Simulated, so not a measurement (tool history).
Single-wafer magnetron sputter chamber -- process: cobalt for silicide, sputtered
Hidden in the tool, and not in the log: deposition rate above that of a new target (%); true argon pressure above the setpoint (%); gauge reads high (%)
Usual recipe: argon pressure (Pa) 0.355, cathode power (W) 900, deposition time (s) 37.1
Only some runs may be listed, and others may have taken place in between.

run,hour,argon pressure (Pa),cathode power (W),deposition time (s),wafers since the last listed run,wafers on the sputter target,hours since the last manometer calibration,hours since the magnet pack was replaced,hours since the gauge calibration,"read-back reference wafer on the same gauge, thickness_nm",mean film thickness on the monitor wafer (angstrom)
1,0.0,0.355,900,37.1,0,7417,731.8,6579.7,350.2,16.616,171.23
# hour 36.8: sputter target and shields replaced
2,85.1,0.355,900,37.1,2474,1551,816.9,6664.8,435.3,16.605,170.56
3,107.1,0.355,900,37.1,706,2257,838.9,6686.8,457.3,16.611,172.40
4,131.1,0.355,900,37.1,770,3028,862.9,6710.8,481.3,16.622,170.05
5,160.8,0.355,900,37.1,953,3981,892.6,6740.5,511.0,16.638,171.12
6,186.2,0.355,900,37.1,815,4797,918.0,6765.9,536.4,16.592,170.87
7,218.1,0.429,900,37.1,1024,5821,949.9,6797.8,568.3,16.610,166.18
# hour 268.8: sputter target and shields replaced
8,307.9,0.355,750,37.1,2625,1256,1039.7,6887.6,658.1,16.596,142.54
9,379.8,0.355,750,37.1,2308,3564,1111.6,6959.5,730.0,16.614,141.92
10,413.0,0.355,750,37.1,1065,4629,1144.8,6992.7,763.2,16.615,141.35
11,428.6,0.456,900,37.1,500,5130,1160.4,7008.3,778.8,16.600,163.54
12,459.9,0.355,900,37.1,1004,6135,1191.7,7039.6,810.1,16.607,169.67
# hour 464.2: gauge calibrated
13,490.4,0.355,900,37.1,979,7114,1222.2,7070.1,26.2,16.599,169.47
# hour 511.6: sputter target and shields replaced
14,523.8,0.355,900,37.1,815,390,1255.6,7103.5,59.6,16.586,170.55
# hour 544.8: magnet pack replaced
15,548.2,0.355,900,37.1,526,917,1280.0,3.4,84.0,16.603,171.88
16,568.3,0.405,800,37.1,645,1562,1300.1,23.5,104.1,16.568,147.62
17,666.2,0.355,700,41.2,3142,4705,1398.0,121.4,202.0,16.585,147.59
18,693.1,0.355,900,37.1,863,5568,1424.9,148.3,228.9,16.605,170.75
# hour 731.7: capacitance manometer re-zeroed and calibrated
19,732.2,0.213,1050,33.8,998,6566,0.5,187.4,268.0,16.576,191.49
20,738.9,0.355,900,37.1,215,6782,7.2,194.1,274.7,16.578,171.65
# hour 757.3: sputter target and shields replaced
21,761.5,0.393,800,33.2,468,134,29.8,216.7,297.3,16.591,132.85
22,776.3,0.355,900,37.1,475,610,44.6,231.5,312.1,16.605,169.82
23,794.2,0.410,800,39.4,574,1184,62.5,249.4,330.0,16.651,156.96
24,813.0,0.355,900,37.1,603,1788,81.3,268.2,348.8,16.626,170.77
25,827.2,0.218,900,34.9,455,2244,95.5,282.4,363.0,16.587,169.66
26,841.6,0.355,900,31.6,462,2706,109.9,296.8,377.4,16.608,144.77
27,865.2,0.355,1100,44.1,757,3463,133.5,320.4,401.0,16.628,249.47
28,886.9,0.403,1100,30.9,696,4160,155.2,342.1,422.7,16.594,169.20
29,922.0,0.355,900,44.1,1126,5287,190.3,377.2,457.8,16.622,200.97
30,947.1,0.477,900,37.1,805,6092,215.4,402.3,482.9,16.606,162.32
# hour 980.1: sputter target and shields replaced
31,980.6,0.293,1050,37.1,818,16,248.9,435.8,516.4,16.609,203.97
32,995.2,0.355,900,37.1,468,484,263.5,450.4,531.0,16.612,170.13
33,1012.9,0.355,900,37.1,568,1052,281.2,468.1,548.7,16.624,168.93
34,1046.8,0.411,1100,44.0,1088,2141,315.1,502.0,582.6,16.582,241.10
35,1068.4,0.355,900,37.1,693,2834,336.7,523.6,604.2,16.588,169.21

Run-by-run hidden state of the tool:
deposition rate above that of a new target (%): 0 across all the runs
true argon pressure above the setpoint (%): 0 across all the runs
gauge reads high (%): 0 across all the runs
